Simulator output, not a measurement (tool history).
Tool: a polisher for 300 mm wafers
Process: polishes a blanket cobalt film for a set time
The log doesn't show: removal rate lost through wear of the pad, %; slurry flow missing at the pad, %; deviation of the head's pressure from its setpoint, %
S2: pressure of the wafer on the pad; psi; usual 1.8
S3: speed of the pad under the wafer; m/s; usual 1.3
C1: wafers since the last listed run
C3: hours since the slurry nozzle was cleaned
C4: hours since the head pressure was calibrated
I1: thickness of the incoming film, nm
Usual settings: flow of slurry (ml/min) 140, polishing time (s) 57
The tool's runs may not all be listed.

Run 1, hour 0: usual settings; C1 0; wafers polished on this pad 147; C3 428.7; C4 112.7; I1 1150.6. Result: film removed (nm) 294.2.
Run 2, hour 33.4: usual settings; C1 431; wafers polished on this pad 579; C3 462.1; C4 146.1; I1 1154.4. Result: film removed (nm) 297.2.
Run 3, hour 76.2: usual settings; C1 552; wafers polished on this pad 1132; C3 504.9; C4 188.9; I1 1160.3. Result: film removed (nm) 300.3.
At hour 89.1: worn pad replaced by a new one.
Run 4, hour 113.2: usual settings; C1 426; wafers polished on this pad 310; C3 541.9; C4 225.9; I1 1145.1. Result: film removed (nm) 301.7.
Run 5, hour 162.3: usual settings; C1 634; wafers polished on this pad 944; C3 591; C4 275; I1 1138.9. Result: film removed (nm) 299.2.
At hour 183.4: head pressure recalibrated.
At hour 205.9: worn pad replaced by a new one.
Run 6, hour 208: usual settings; C1 512; wafers polished on this pad 26; C3 636.7; C4 24.6; I1 1156.1. Result: film removed (nm) 285.9.
Run 7, hour 268.1: usual settings; C1 776; wafers polished on this pad 803; C3 696.8; C4 84.7; I1 1158.3. Result: film removed (nm) 294.1.
Run 8, hour 312.7: usual settings; C1 576; wafers polished on this pad 1379; C3 741.4; C4 129.3; I1 1141. Result: film removed (nm) 297.5.
At hour 336.8: worn pad replaced by a new one.
Run 9, hour 357.5: usual settings but S2 2 psi, S3 1.44 m/s, polishing time (s) 72; C1 526; wafers polished on this pad 267; C3 786.2; C4 174.1; I1 1148.3. Result: film removed (nm) 455.9.
Run 10, hour 406.2: usual settings but flow of slurry (ml/min) 165, S2 2.1 psi, S3 1.42 m/s, polishing time (s) 50; C1 629; wafers polished on this pad 896; C3 834.9; C4 222.8; I1 1176. Result: film removed (nm) 338.4.
At hour 437.7: worn pad replaced by a new one.
At hour 438.8: slurry nozzle cleaned.
Run 11, hour 476.1: usual settings; C1 838; wafers polished on this pad 482; C3 37.3; C4 292.7; I1 1149.3. Result: film removed (nm) 301.6.
At hour 511: head pressure recalibrated.
Run 12, hour 513.8: usual settings but flow of slurry (ml/min) 185, S2 2.2 psi, S3 0.84 m/s, polishing time (s) 47; C1 461; wafers polished on this pad 943; C3 75; C4 2.8; I1 1156.5. Result: film removed (nm) 222.7.
Run 13, hour 557.2: usual settings but S3 1.54 m/s; C1 560; wafers polished on this pad 1504; C3 118.4; C4 46.2; I1 1135.7. Result: film removed (nm) 329.7.
At hour 570.6: worn pad replaced by a new one.
Run 14, hour 591: usual settings but flow of slurry (ml/min) 100, polishing time (s) 76; C1 384; wafers polished on this pad 262; C3 152.2; C4 80; I1 1136.6. Result: film removed (nm) 363.8.

The tool's hidden state at each run:
removal rate lost through wear of the pad, %: 0 in every run
slurry flow missing at the pad, %: 0 in every run
H1: deviation of the head's pressure from its setpoint, %
run      H1
  1     3.3
  2    3.83
  3    4.32
  4    4.61
  5    4.88
  6    1.19
  7    3.04
  8    3.91
  9     4.5
 10    4.92
 11    5.29
 12  -0.269
 13    1.47
 14    2.43
